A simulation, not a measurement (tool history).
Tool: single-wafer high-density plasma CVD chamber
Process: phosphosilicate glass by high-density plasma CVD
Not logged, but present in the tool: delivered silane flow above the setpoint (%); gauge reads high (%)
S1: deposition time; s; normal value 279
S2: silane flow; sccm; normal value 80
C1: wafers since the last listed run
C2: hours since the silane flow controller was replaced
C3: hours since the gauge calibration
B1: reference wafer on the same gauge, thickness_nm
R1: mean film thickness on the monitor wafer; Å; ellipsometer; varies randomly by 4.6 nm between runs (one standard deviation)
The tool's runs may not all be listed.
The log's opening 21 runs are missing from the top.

run	hour	S1	S2	C1	C2	C3	B1	R1
22	1245.4	279	80	178	308.2	1686.5	2051.191	20481.82
23	1286.8	253	94	191	349.6	1727.9	2048.443	21398.86
24	1353.0	259	72	306	415.8	1794.1	2050.130	17419.69
25	1423.7	279	85	327	486.5	1864.8	2051.451	21531.76
26	1481.2	238	87	266	544.0	1922.3	2051.658	18769.39
27	1507.6	257	68	122	570.4	1948.7	2051.341	16405.45
28	1568.1	258	80	280	630.9	2009.2	2050.126	18928.92
29	1622.4	260	95	251	685.2	2063.5	2048.473	22283.32
# hour 1623.1: gauge calibrated
30	1658.4	279	80	166	721.2	35.3	2051.476	20459.15
31	1687.4	320	75	134	750.2	64.3	2053.111	22281.25
32	1721.3	279	80	156	784.1	98.2	2051.243	20360.01
33	1788.1	279	80	309	850.9	165.0	2049.897	20381.14
34	1841.6	238	92	247	904.4	218.5	2051.125	19729.86
35	1870.2	262	95	132	933.0	247.1	2049.976	22316.97
36	1928.3	279	76	269	991.1	305.2	2050.025	19538.88
37	1989.4	225	76	282	1052.2	366.3	2049.708	15674.88
38	2076.1	306	80	401	1138.9	453.0	2051.001	22369.80
39	2115.5	279	92	182	1178.3	492.4	2048.137	22974.41
40	2150.3	227	66	161	1213.1	527.2	2049.167	14073.30
41	2177.7	279	80	126	1240.5	554.6	2049.498	20401.59
42	2210.6	254	68	152	1273.4	587.5	2048.121	16131.87
43	2242.6	332	91	148	1305.4	619.5	2047.893	27052.47
44	2270.4	279	80	128	1333.2	647.3	2049.407	20336.68

Alternative continuations, all from the tool just after run 44; predict every row:
A	2270.9	279	74	2	1333.7	647.8	?	?
B	2270.9	262	84	2	1333.7	647.8	?	?
C	2270.9	300	93	2	1333.7	647.8	?	?

run	B1	R1
A	2049.552	19060.53
B	2049.552	19967.78
C	2049.552	24995.68
The same runs, with their run-to-run variation unchanged, on a tool lacking any hidden condition would have given:
run	R1
A	19201.87
B	20115.85
C	25181.02
